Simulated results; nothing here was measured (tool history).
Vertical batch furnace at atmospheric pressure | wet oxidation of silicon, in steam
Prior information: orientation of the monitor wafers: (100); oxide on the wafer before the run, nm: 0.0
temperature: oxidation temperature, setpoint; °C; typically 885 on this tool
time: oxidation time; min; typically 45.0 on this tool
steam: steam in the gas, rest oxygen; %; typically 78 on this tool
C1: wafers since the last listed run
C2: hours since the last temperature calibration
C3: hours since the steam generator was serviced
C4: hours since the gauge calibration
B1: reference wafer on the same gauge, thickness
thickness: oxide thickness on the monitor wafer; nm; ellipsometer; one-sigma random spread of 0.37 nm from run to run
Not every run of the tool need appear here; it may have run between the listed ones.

{"run": 1, "hour": 0.0, "temperature": 885, "time": 45.0, "steam": 78, "C1": 0, "C2": 1590.7, "C3": 1544.7, "C4": 227.1, "B1": 100.78, "thickness": 86.02}
{"run": 2, "hour": 21.1, "temperature": 885, "time": 45.0, "steam": 78, "C1": 314, "C2": 1611.8, "C3": 1565.8, "C4": 248.2, "B1": 100.9, "thickness": 85.98}
{"run": 3, "hour": 33.9, "temperature": 885, "time": 45.0, "steam": 78, "C1": 191, "C2": 1624.6, "C3": 1578.6, "C4": 261.0, "B1": 100.85, "thickness": 85.27}
{"run": 4, "hour": 45.1, "temperature": 885, "time": 45.0, "steam": 78, "C1": 167, "C2": 1635.8, "C3": 1589.8, "C4": 272.2, "B1": 100.99, "thickness": 84.97}
{"run": 5, "hour": 55.9, "temperature": 885, "time": 45.0, "steam": 78, "C1": 161, "C2": 1646.6, "C3": 1600.6, "C4": 283.0, "B1": 100.74, "thickness": 85.86}
{"run": 6, "hour": 67.7, "temperature": 885, "time": 45.0, "steam": 78, "C1": 176, "C2": 1658.4, "C3": 1612.4, "C4": 294.8, "B1": 100.82, "thickness": 85.39}
{"run": 7, "hour": 88.4, "temperature": 885, "time": 45.0, "steam": 78, "C1": 308, "C2": 1679.1, "C3": 1633.1, "C4": 315.5, "B1": 100.84, "thickness": 85.51}
{"run": 8, "hour": 107.8, "temperature": 885, "time": 37.5, "steam": 78, "C1": 289, "C2": 1698.5, "C3": 1652.5, "C4": 334.9, "B1": 100.74, "thickness": 71.68}
{"run": 9, "hour": 122.4, "temperature": 885, "time": 37.5, "steam": 78, "C1": 217, "C2": 1713.1, "C3": 1667.1, "C4": 349.5, "B1": 100.97, "thickness": 71.33}
{"run": 10, "hour": 135.8, "temperature": 885, "time": 45.0, "steam": 78, "C1": 200, "C2": 1726.5, "C3": 1680.5, "C4": 362.9, "B1": 101.08, "thickness": 84.92}
{"run": 11, "hour": 149.4, "temperature": 885, "time": 45.0, "steam": 78, "C1": 202, "C2": 1740.1, "C3": 1694.1, "C4": 376.5, "B1": 100.87, "thickness": 84.36}
{"run": 12, "hour": 157.2, "temperature": 866, "time": 45.0, "steam": 78, "C1": 116, "C2": 1747.9, "C3": 1701.9, "C4": 384.3, "B1": 100.99, "thickness": 61.9}
{"run": 13, "hour": 171.9, "temperature": 866, "time": 45.0, "steam": 78, "C1": 219, "C2": 1762.6, "C3": 1716.6, "C4": 399.0, "B1": 101.04, "thickness": 61.4}
{"hour": 206.1, "done": "thermocouples replaced and temperature profile calibrated"}
{"hour": 211.6, "done": "steam generator serviced"}
{"run": 14, "hour": 212.1, "temperature": 868, "time": 58.5, "steam": 78, "C1": 160, "C2": 6.0, "C3": 0.5, "C4": 439.2, "B1": 100.64, "thickness": 86.85}
{"run": 15, "hour": 217.3, "temperature": 885, "time": 45.0, "steam": 78, "C1": 77, "C2": 11.2, "C3": 5.7, "C4": 444.4, "B1": 101.02, "thickness": 89.39}
{"run": 16, "hour": 222.5, "temperature": 885, "time": 45.0, "steam": 78, "C1": 77, "C2": 16.4, "C3": 10.9, "C4": 449.6, "B1": 100.97, "thickness": 90.21}
{"run": 17, "hour": 233.9, "temperature": 885, "time": 45.0, "steam": 78, "C1": 170, "C2": 27.8, "C3": 22.3, "C4": 461.0, "B1": 100.76, "thickness": 90.24}
{"run": 18, "hour": 246.4, "temperature": 885, "time": 45.0, "steam": 78, "C1": 186, "C2": 40.3, "C3": 34.8, "C4": 473.5, "B1": 101.07, "thickness": 90.37}
{"run": 19, "hour": 260.6, "temperature": 900, "time": 25.0, "steam": 78, "C1": 211, "C2": 54.5, "C3": 49.0, "C4": 487.7, "B1": 100.83, "thickness": 65.75}
{"run": 20, "hour": 278.0, "temperature": 892, "time": 37.5, "steam": 66, "C1": 259, "C2": 71.9, "C3": 66.4, "C4": 505.1, "B1": 100.84, "thickness": 72.29}
{"run": 21, "hour": 287.0, "temperature": 870, "time": 38.0, "steam": 83, "C1": 134, "C2": 80.9, "C3": 75.4, "C4": 514.1, "B1": 100.94, "thickness": 63.69}
{"run": 22, "hour": 297.2, "temperature": 885, "time": 45.0, "steam": 78, "C1": 152, "C2": 91.1, "C3": 85.6, "C4": 524.3, "B1": 101.06, "thickness": 90.19}
{"run": 23, "hour": 314.3, "temperature": 878, "time": 45.0, "steam": 81, "C1": 255, "C2": 108.2, "C3": 102.7, "C4": 541.4, "B1": 101.07, "thickness": 82.73}
{"run": 24, "hour": 328.7, "temperature": 907, "time": 45.0, "steam": 78, "C1": 214, "C2": 122.6, "C3": 117.1, "C4": 555.8, "B1": 101.07, "thickness": 126.21}
{"run": 25, "hour": 339.0, "temperature": 892, "time": 31.5, "steam": 78, "C1": 153, "C2": 132.9, "C3": 127.4, "C4": 566.1, "B1": 101.0, "thickness": 71.72}
{"hour": 348.9, "done": "gauge calibrated"}
{"run": 26, "hour": 358.5, "temperature": 885, "time": 26.0, "steam": 78, "C1": 291, "C2": 152.4, "C3": 146.9, "C4": 9.6, "B1": 100.79, "thickness": 53.3}
{"run": 27, "hour": 366.7, "temperature": 897, "time": 63.0, "steam": 68, "C1": 122, "C2": 160.6, "C3": 155.1, "C4": 17.8, "B1": 100.68, "thickness": 131.5}
{"run": 28, "hour": 377.5, "temperature": 899, "time": 45.0, "steam": 69, "C1": 161, "C2": 171.4, "C3": 165.9, "C4": 28.6, "B1": 101.03, "thickness": 100.43}
{"run": 29, "hour": 393.8, "temperature": 885, "time": 45.0, "steam": 78, "C1": 243, "C2": 187.7, "C3": 182.2, "C4": 44.9, "B1": 100.9, "thickness": 90.39}
{"run": 30, "hour": 414.0, "temperature": 885, "time": 45.0, "steam": 78, "C1": 301, "C2": 207.9, "C3": 202.4, "C4": 65.1, "B1": 100.92, "thickness": 90.16}
{"run": 31, "hour": 436.1, "temperature": 885, "time": 45.0, "steam": 78, "C1": 329, "C2": 230.0, "C3": 224.5, "C4": 87.2, "B1": 100.96, "thickness": 89.99}
{"run": 32, "hour": 444.2, "temperature": 870, "time": 24.5, "steam": 78, "C1": 120, "C2": 238.1, "C3": 232.6, "C4": 95.3, "B1": 101.01, "thickness": 38.56}
{"run": 33, "hour": 465.3, "temperature": 870, "time": 38.0, "steam": 83, "C1": 314, "C2": 259.2, "C3": 253.7, "C4": 116.4, "B1": 100.87, "thickness": 63.26}
{"run": 34, "hour": 481.8, "temperature": 863, "time": 45.0, "steam": 78, "C1": 246, "C2": 275.7, "C3": 270.2, "C4": 132.9, "B1": 100.93, "thickness": 61.98}
{"run": 35, "hour": 490.2, "temperature": 885, "time": 45.0, "steam": 78, "C1": 125, "C2": 284.1, "C3": 278.6, "C4": 141.3, "B1": 100.9, "thickness": 89.79}
{"run": 36, "hour": 503.3, "temperature": 885, "time": 45.0, "steam": 78, "C1": 195, "C2": 297.2, "C3": 291.7, "C4": 154.4, "B1": 101.0, "thickness": 90.1}

What if the next run were any one of these 5? Each begins from the tool's condition after run 36:
{"run": "A", "hour": 508.6, "temperature": 885, "time": 45.0, "steam": 78, "C1": 79, "C2": 302.5, "C3": 297.0, "C4": 159.7, "B1": "?", "thickness": "?"}
{"run": "B", "hour": 508.6, "temperature": 885, "time": 29.5, "steam": 78, "C1": 79, "C2": 302.5, "C3": 297.0, "C4": 159.7, "B1": "?", "thickness": "?"}
{"run": "C", "hour": 508.6, "temperature": 885, "time": 65.0, "steam": 69, "C1": 79, "C2": 302.5, "C3": 297.0, "C4": 159.7, "B1": "?", "thickness": "?"}
{"run": "D", "hour": 508.6, "temperature": 885, "time": 65.0, "steam": 78, "C1": 79, "C2": 302.5, "C3": 297.0, "C4": 159.7, "B1": "?", "thickness": "?"}
{"run": "E", "hour": 508.6, "temperature": 885, "time": 45.0, "steam": 68, "C1": 79, "C2": 302.5, "C3": 297.0, "C4": 159.7, "B1": "?", "thickness": "?"}

run=A B1=100.80 thickness=89.52
run=B B1=100.80 thickness=59.75
run=C B1=100.80 thickness=112.81
run=D B1=100.80 thickness=126.50
run=E B1=100.80 thickness=78.56
Without the tool's hidden state the same runs would have given:
run=A thickness=90.08
run=B thickness=60.13
run=C thickness=113.50
run=D thickness=127.27
run=E thickness=79.05
